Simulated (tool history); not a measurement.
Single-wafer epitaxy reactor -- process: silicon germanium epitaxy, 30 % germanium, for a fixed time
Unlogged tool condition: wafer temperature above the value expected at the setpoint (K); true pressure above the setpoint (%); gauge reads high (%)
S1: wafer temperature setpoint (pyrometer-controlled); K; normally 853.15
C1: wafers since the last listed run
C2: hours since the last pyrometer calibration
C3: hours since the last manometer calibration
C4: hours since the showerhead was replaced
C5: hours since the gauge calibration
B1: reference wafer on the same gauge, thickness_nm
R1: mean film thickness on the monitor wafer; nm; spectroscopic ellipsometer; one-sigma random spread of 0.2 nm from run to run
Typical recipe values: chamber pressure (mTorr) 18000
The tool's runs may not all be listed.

Run 1, hour 0.0: usual settings but chamber pressure (mTorr) 15800; C1 0; C2 788.5; C3 1433.0; C4 5095.4; C5 438.0; B1 36.704. Result: R1 35.654 nm.
Run 2, hour 10.7: usual settings but chamber pressure (mTorr) 15800; C1 169; C2 799.2; C3 1443.7; C4 5106.1; C5 448.7; B1 36.727. Result: R1 35.791 nm.
Run 3, hour 18.2: usual settings but chamber pressure (mTorr) 19300; C1 118; C2 806.7; C3 1451.2; C4 5113.6; C5 456.2; B1 36.675. Result: R1 39.969 nm.
Run 4, hour 31.2: usual settings; C1 206; C2 819.7; C3 1464.2; C4 5126.6; C5 469.2; B1 36.684. Result: R1 38.133 nm.
Run 5, hour 43.4: usual settings but chamber pressure (mTorr) 21100; C1 193; C2 831.9; C3 1476.4; C4 5138.8; C5 481.4; B1 36.695. Result: R1 41.804 nm.
Run 6, hour 52.7: usual settings; C1 147; C2 841.2; C3 1485.7; C4 5148.1; C5 490.7; B1 36.709. Result: R1 37.971 nm.
Run 7, hour 61.8: usual settings; C1 144; C2 850.3; C3 1494.8; C4 5157.2; C5 499.8; B1 36.712. Result: R1 38.240 nm.
Run 8, hour 72.9: usual settings; C1 176; C2 861.4; C3 1505.9; C4 5168.3; C5 510.9; B1 36.716. Result: R1 38.534 nm.
Run 9, hour 86.2: usual settings but S1 856.15 K; C1 210; C2 874.7; C3 1519.2; C4 5181.6; C5 524.2; B1 36.677. Result: R1 40.096 nm.
Run 10, hour 103.1: usual settings but S1 856.15 K; C1 268; C2 891.6; C3 1536.1; C4 5198.5; C5 541.1; B1 36.667. Result: R1 39.689 nm.
Run 11, hour 119.7: usual settings but S1 856.15 K; C1 263; C2 908.2; C3 1552.7; C4 5215.1; C5 557.7; B1 36.685. Result: R1 40.305 nm.
Run 12, hour 130.0: usual settings; C1 163; C2 918.5; C3 1563.0; C4 5225.4; C5 568.0; B1 36.690. Result: R1 38.516 nm.
Run 13, hour 137.2: usual settings; C1 114; C2 925.7; C3 1570.2; C4 5232.6; C5 575.2; B1 36.731. Result: R1 37.982 nm.
At hour 143.3: gauge calibrated.
Run 14, hour 152.1: usual settings; C1 236; C2 940.6; C3 1585.1; C4 5247.5; C5 8.8; B1 36.711. Result: R1 37.870 nm.
At hour 165.0: showerhead replaced.
Run 15, hour 203.3: usual settings; C1 685; C2 991.8; C3 1636.3; C4 38.3; C5 60.0; B1 36.728. Result: R1 37.605 nm.
Run 16, hour 210.0: usual settings; C1 106; C2 998.5; C3 1643.0; C4 45.0; C5 66.7; B1 36.720. Result: R1 37.947 nm.
Run 17, hour 225.7: usual settings but S1 868.15 K, chamber pressure (mTorr) 14900; C1 249; C2 1014.2; C3 1658.7; C4 60.7; C5 82.4; B1 36.673. Result: R1 43.474 nm.
At hour 252.9: pyrometer calibrated.
Run 18, hour 253.4: usual settings but S1 846.15 K; C1 312; C2 0.5; C3 1686.4; C4 88.4; C5 110.1; B1 36.693. Result: R1 36.861 nm.
Run 19, hour 268.0: usual settings but S1 868.15 K, chamber pressure (mTorr) 14900; C1 231; C2 15.1; C3 1701.0; C4 103.0; C5 124.7; B1 36.703. Result: R1 47.818 nm.
Run 20, hour 276.0: usual settings; C1 126; C2 23.1; C3 1709.0; C4 111.0; C5 132.7; B1 36.730. Result: R1 41.602 nm.
Run 21, hour 284.4: usual settings but S1 849.15 K; C1 133; C2 31.5; C3 1717.4; C4 119.4; C5 141.1; B1 36.700. Result: R1 38.572 nm.
Run 22, hour 298.1: usual settings but S1 866.15 K, chamber pressure (mTorr) 13600; C1 217; C2 45.2; C3 1731.1; C4 133.1; C5 154.8; B1 36.705. Result: R1 43.877 nm.
Run 23, hour 309.8: usual settings but S1 862.15 K; C1 185; C2 56.9; C3 1742.8; C4 144.8; C5 166.5; B1 36.683. Result: R1 48.004 nm.
Run 24, hour 357.7: usual settings but S1 842.15 K; C1 759; C2 104.8; C3 1790.7; C4 192.7; C5 214.4; B1 36.708. Result: R1 33.795 nm.
Run 25, hour 371.6: usual settings; C1 220; C2 118.7; C3 1804.6; C4 206.6; C5 228.3; B1 36.720. Result: R1 41.052 nm.
Run 26, hour 386.1: usual settings but S1 860.15 K, chamber pressure (mTorr) 16700; C1 230; C2 133.2; C3 1819.1; C4 221.1; C5 242.8; B1 36.715. Result: R1 44.302 nm.
At hour 397.3: capacitance manometer re-zeroed and calibrated.
Run 27, hour 397.8: usual settings but chamber pressure (mTorr) 22100; C1 58; C2 144.9; C3 0.5; C4 232.8; C5 254.5; B1 36.700. Result: R1 45.140 nm.
Run 28, hour 407.5: usual settings but chamber pressure (mTorr) 20600; C1 153; C2 154.6; C3 10.2; C4 242.5; C5 264.2; B1 36.684. Result: R1 43.971 nm.
Run 29, hour 416.3: usual settings but S1 841.15 K, chamber pressure (mTorr) 15300; C1 139; C2 163.4; C3 19.0; C4 251.3; C5 273.0; B1 36.670. Result: R1 30.596 nm.
Run 30, hour 430.7: usual settings; C1 228; C2 177.8; C3 33.4; C4 265.7; C5 287.4; B1 36.699. Result: R1 40.914 nm.
Run 31, hour 441.3: usual settings; C1 168; C2 188.4; C3 44.0; C4 276.3; C5 298.0; B1 36.733. Result: R1 40.909 nm.
Run 32, hour 458.0: usual settings but chamber pressure (mTorr) 16800; C1 264; C2 205.1; C3 60.7; C4 293.0; C5 314.7; B1 36.673. Result: R1 39.344 nm.
Run 33, hour 471.7: usual settings but S1 857.15 K, chamber pressure (mTorr) 21700; C1 217; C2 218.8; C3 74.4; C4 306.7; C5 328.4; B1 36.700. Result: R1 47.887 nm.
Run 34, hour 514.5: usual settings but S1 841.15 K, chamber pressure (mTorr) 14600; C1 678; C2 261.6; C3 117.2; C4 349.5; C5 371.2; B1 36.754. Result: R1 29.540 nm.
Run 35, hour 526.6: usual settings but S1 842.15 K, chamber pressure (mTorr) 22100; C1 191; C2 273.7; C3 129.3; C4 361.6; C5 383.3; B1 36.715. Result: R1 37.222 nm.

What if the next run were any one of these 4? Each begins from the tool's condition after run 35:
Run A, hour 527.0: usual settings but chamber pressure (mTorr) 19500; C1 6; C2 274.1; C3 129.7; C4 362.0; C5 383.7; B1 ?. Result: R1 ?.
Run B, hour 527.0: usual settings but S1 847.15 K, chamber pressure (mTorr) 13800; C1 6; C2 274.1; C3 129.7; C4 362.0; C5 383.7; B1 ?. Result: R1 ?.
Run C, hour 527.0: usual settings but chamber pressure (mTorr) 13600; C1 6; C2 274.1; C3 129.7; C4 362.0; C5 383.7; B1 ?. Result: R1 ?.
Run D, hour 527.0: usual settings but S1 865.15 K, chamber pressure (mTorr) 16100; C1 6; C2 274.1; C3 129.7; C4 362.0; C5 383.7; B1 ?. Result: R1 ?.

run      B1      R1
  A  36.717  42.315
  B  36.717  31.652
  C  36.717  34.750
  D  36.717  46.699
Had the tool no hidden state, the same runs would have come out as:
run      R1
  A  43.183
  B  32.310
  C  35.463
  D  47.634

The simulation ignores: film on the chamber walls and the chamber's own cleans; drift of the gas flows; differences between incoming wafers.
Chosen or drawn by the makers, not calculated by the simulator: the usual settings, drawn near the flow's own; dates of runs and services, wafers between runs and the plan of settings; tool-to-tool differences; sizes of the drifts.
